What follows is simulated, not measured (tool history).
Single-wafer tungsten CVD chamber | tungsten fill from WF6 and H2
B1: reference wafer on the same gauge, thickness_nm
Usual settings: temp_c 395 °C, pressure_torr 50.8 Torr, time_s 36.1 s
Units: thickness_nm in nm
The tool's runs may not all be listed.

{"run": 1, "hour": 0.0, "temp_c": 401, "pressure_torr": 50.8, "time_s": 36.1, "B1": 129.032, "thickness_nm": 143.032}
{"run": 2, "hour": 29.3, "temp_c": 401, "pressure_torr": 50.8, "time_s": 36.1, "B1": 129.018, "thickness_nm": 142.806}
{"run": 3, "hour": 47.0, "temp_c": 395, "pressure_torr": 50.8, "time_s": 36.1, "B1": 129.008, "thickness_nm": 126.042}
{"run": 4, "hour": 64.3, "temp_c": 395, "pressure_torr": 50.8, "time_s": 36.1, "B1": 128.964, "thickness_nm": 126.509}
{"run": 5, "hour": 94.2, "temp_c": 395, "pressure_torr": 50.8, "time_s": 36.1, "B1": 129.004, "thickness_nm": 126.181}
{"run": 6, "hour": 123.7, "temp_c": 395, "pressure_torr": 43.6, "time_s": 33, "B1": 128.958, "thickness_nm": 108.297}
{"hour": 151.1, "done": "capacitance manometer re-zeroed and calibrated"}
{"run": 7, "hour": 151.6, "temp_c": 395, "pressure_torr": 43.6, "time_s": 33, "B1": 128.959, "thickness_nm": 108.429}
{"run": 8, "hour": 160.3, "temp_c": 389, "pressure_torr": 41.4, "time_s": 36.1, "B1": 129.001, "thickness_nm": 101.984}
{"run": 9, "hour": 173.1, "temp_c": 395, "pressure_torr": 50.8, "time_s": 36.1, "B1": 129.042, "thickness_nm": 127.562}
{"run": 10, "hour": 205.5, "temp_c": 395, "pressure_torr": 50.8, "time_s": 36.1, "B1": 128.936, "thickness_nm": 127.269}
{"run": 11, "hour": 240.6, "temp_c": 395, "pressure_torr": 50.8, "time_s": 36.1, "B1": 129.012, "thickness_nm": 127.322}
{"hour": 257.5, "done": "gauge calibrated"}
{"run": 12, "hour": 268.3, "temp_c": 395, "pressure_torr": 50.8, "time_s": 36.1, "B1": 128.976, "thickness_nm": 127.867}
{"hour": 279.3, "done": "showerhead replaced"}
{"run": 13, "hour": 302.9, "temp_c": 403, "pressure_torr": 42.5, "time_s": 29.5, "B1": 128.968, "thickness_nm": 113.236}
{"run": 14, "hour": 335.0, "temp_c": 395, "pressure_torr": 50.8, "time_s": 41.4, "B1": 129.033, "thickness_nm": 146.596}
{"run": 15, "hour": 349.0, "temp_c": 391, "pressure_torr": 50.8, "time_s": 36.1, "B1": 128.99, "thickness_nm": 117.322}
{"run": 16, "hour": 383.7, "temp_c": 387, "pressure_torr": 58.5, "time_s": 36.1, "B1": 128.945, "thickness_nm": 114.439}
{"run": 17, "hour": 398.9, "temp_c": 395, "pressure_torr": 50.8, "time_s": 36.1, "B1": 129.025, "thickness_nm": 128.027}
{"run": 18, "hour": 423.5, "temp_c": 403, "pressure_torr": 50.8, "time_s": 40.7, "B1": 129.008, "thickness_nm": 170.006}
{"run": 19, "hour": 441.0, "temp_c": 387, "pressure_torr": 50.8, "time_s": 41.2, "B1": 129.037, "thickness_nm": 123.835}
{"run": 20, "hour": 458.6, "temp_c": 400, "pressure_torr": 50.8, "time_s": 36.1, "B1": 128.95, "thickness_nm": 141.999}
{"run": 21, "hour": 471.5, "temp_c": 409, "pressure_torr": 38.8, "time_s": 36.1, "B1": 129.01, "thickness_nm": 150.104}
{"run": 22, "hour": 501.0, "temp_c": 384, "pressure_torr": 45.8, "time_s": 38.5, "B1": 128.953, "thickness_nm": 103.251}
{"hour": 512.9, "done": "thermocouple changed; heater temperature recalibrated"}
{"run": 23, "hour": 529.5, "temp_c": 401, "pressure_torr": 50.8, "time_s": 36.1, "B1": 129.026, "thickness_nm": 136.539}
{"run": 24, "hour": 542.1, "temp_c": 404, "pressure_torr": 50.8, "time_s": 39.7, "B1": 128.947, "thickness_nm": 160.161}
{"run": 25, "hour": 570.5, "temp_c": 400, "pressure_torr": 50.8, "time_s": 39.9, "B1": 128.966, "thickness_nm": 148.26}
{"run": 26, "hour": 599.2, "temp_c": 387, "pressure_torr": 50.8, "time_s": 36.1, "B1": 129.001, "thickness_nm": 101.103}
{"run": 27, "hour": 629.4, "temp_c": 395, "pressure_torr": 57.4, "time_s": 36.1, "B1": 128.915, "thickness_nm": 127.931}

Forecast run 28:
{"run": 28, "hour": 650.8, "temp_c": 395, "pressure_torr": 50.8, "time_s": 36.1, "B1": "?", "thickness_nm": "?"}

Run 28 gave B1 128.949, thickness_nm 121.016 nm.
Without the tool's hidden state the same run would have given thickness_nm 122.132 nm.
